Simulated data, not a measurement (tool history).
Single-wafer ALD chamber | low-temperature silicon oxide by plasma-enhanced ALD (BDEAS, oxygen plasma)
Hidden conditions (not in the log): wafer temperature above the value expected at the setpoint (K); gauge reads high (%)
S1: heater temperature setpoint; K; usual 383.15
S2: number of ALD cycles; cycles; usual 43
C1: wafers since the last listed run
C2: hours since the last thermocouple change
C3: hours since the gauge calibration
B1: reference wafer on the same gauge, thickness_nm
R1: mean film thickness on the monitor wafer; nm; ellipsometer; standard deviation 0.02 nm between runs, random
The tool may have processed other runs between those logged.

run 1 day=0 | S1=373.15 S2=43 | C1=0 C2=177.2 C3=399.9 | B1=5.183 | R1=6.126
run 2 day=1.704 | S1=373.15 S2=43 | C1=290 C2=218.1 C3=440.8 | B1=5.181 | R1=6.145
run 3 day=3.517 | S1=373.15 S2=43 | C1=309 C2=261.6 C3=484.3 | B1=5.178 | R1=6.134
run 4 day=5.454 | S1=383.15 S2=43 | C1=330 C2=308.1 C3=530.8 | B1=5.178 | R1=6.021
run 5 day=6.596 | S1=383.15 S2=43 | C1=194 C2=335.5 C3=558.2 | B1=5.181 | R1=6.045
run 6 day=7.933 | S1=383.15 S2=43 | C1=228 C2=367.6 C3=590.3 | B1=5.181 | R1=5.992
run 7 day=10.5 | S1=389.15 S2=40 | C1=438 C2=429.2 C3=651.9 | B1=5.181 | R1=5.532
run 8 day=13.146 | S1=383.15 S2=43 | C1=451 C2=492.7 C3=715.4 | B1=5.186 | R1=6.024
run 9 day=19.992 | S1=383.15 S2=43 | C1=1168 C2=657 C3=879.7 | B1=5.175 | R1=6.056
run 10 day=21.775 | S1=383.15 S2=50 | C1=304 C2=699.8 C3=922.5 | B1=5.187 | R1=7.004
run 11 day=24.712 | S1=372.15 S2=43 | C1=501 C2=770.3 C3=993 | B1=5.181 | R1=6.158
run 12 day=32.283 | S1=372.15 S2=43 | C1=1292 C2=952 C3=1174.7 | B1=5.179 | R1=6.158
-- day=34.271 gauge calibrated
run 13 day=34.888 | S1=372.15 S2=43 | C1=444 C2=1014.5 C3=14.8 | B1=5.182 | R1=6.111
run 14 day=37.796 | S1=383.15 S2=43 | C1=496 C2=1084.3 C3=84.6 | B1=5.178 | R1=6.012
-- day=38.296 thermocouple changed; heater temperature recalibrated
run 15 day=38.908 | S1=373.15 S2=38 | C1=132 C2=14.7 C3=111.3 | B1=5.18 | R1=5.404
run 16 day=41.638 | S1=388.15 S2=40 | C1=465 C2=80.2 C3=176.8 | B1=5.181 | R1=5.515
run 17 day=42.808 | S1=395.15 S2=36 | C1=199 C2=108.3 C3=204.9 | B1=5.179 | R1=4.939
run 18 day=45.404 | S1=391.15 S2=39 | C1=443 C2=170.6 C3=267.2 | B1=5.185 | R1=5.394
run 19 day=47.1 | S1=395.15 S2=49 | C1=289 C2=211.3 C3=307.9 | B1=5.182 | R1=6.735
run 20 day=49.617 | S1=391.15 S2=35 | C1=429 C2=271.7 C3=368.3 | B1=5.177 | R1=4.836
run 21 day=56.662 | S1=378.15 S2=49 | C1=1202 C2=440.8 C3=537.4 | B1=5.182 | R1=6.926
run 22 day=58.592 | S1=393.15 S2=47 | C1=329 C2=487.1 C3=583.7 | B1=5.177 | R1=6.471
run 23 day=60.221 | S1=378.15 S2=38 | C1=278 C2=526.2 C3=622.8 | B1=5.178 | R1=5.373
run 24 day=62.479 | S1=370.15 S2=40 | C1=385 C2=580.4 C3=677 | B1=5.178 | R1=5.735
run 25 day=63.967 | S1=370.15 S2=43 | C1=253 C2=616.1 C3=712.7 | B1=5.184 | R1=6.223
run 26 day=65.921 | S1=383.15 S2=43 | C1=333 C2=663 C3=759.6 | B1=5.176 | R1=6.006

Consider 5 possible next runs. They are alternatives, not a sequence: every one starts from the tool as it was left by run 26. What does each give?
run A day=65.942 | S1=383.15 S2=43 | C1=3 C2=663.5 C3=760.1 | B1=? | R1=?
run B day=65.942 | S1=388.15 S2=36 | C1=3 C2=663.5 C3=760.1 | B1=? | R1=?
run C day=65.942 | S1=377.15 S2=50 | C1=3 C2=663.5 C3=760.1 | B1=? | R1=?
run D day=65.942 | S1=398.15 S2=46 | C1=3 C2=663.5 C3=760.1 | B1=? | R1=?
run E day=65.942 | S1=371.15 S2=39 | C1=3 C2=663.5 C3=760.1 | B1=? | R1=?

run=A B1=5.179 R1=6.004
run=B B1=5.179 R1=4.985
run=C B1=5.179 R1=7.052
run=D B1=5.179 R1=6.263
run=E B1=5.179 R1=5.564
Without the tool's hidden state the same runs would have given:
run=A R1=6.004
run=B R1=4.985
run=C R1=7.052
run=D R1=6.263
run=E R1=5.564
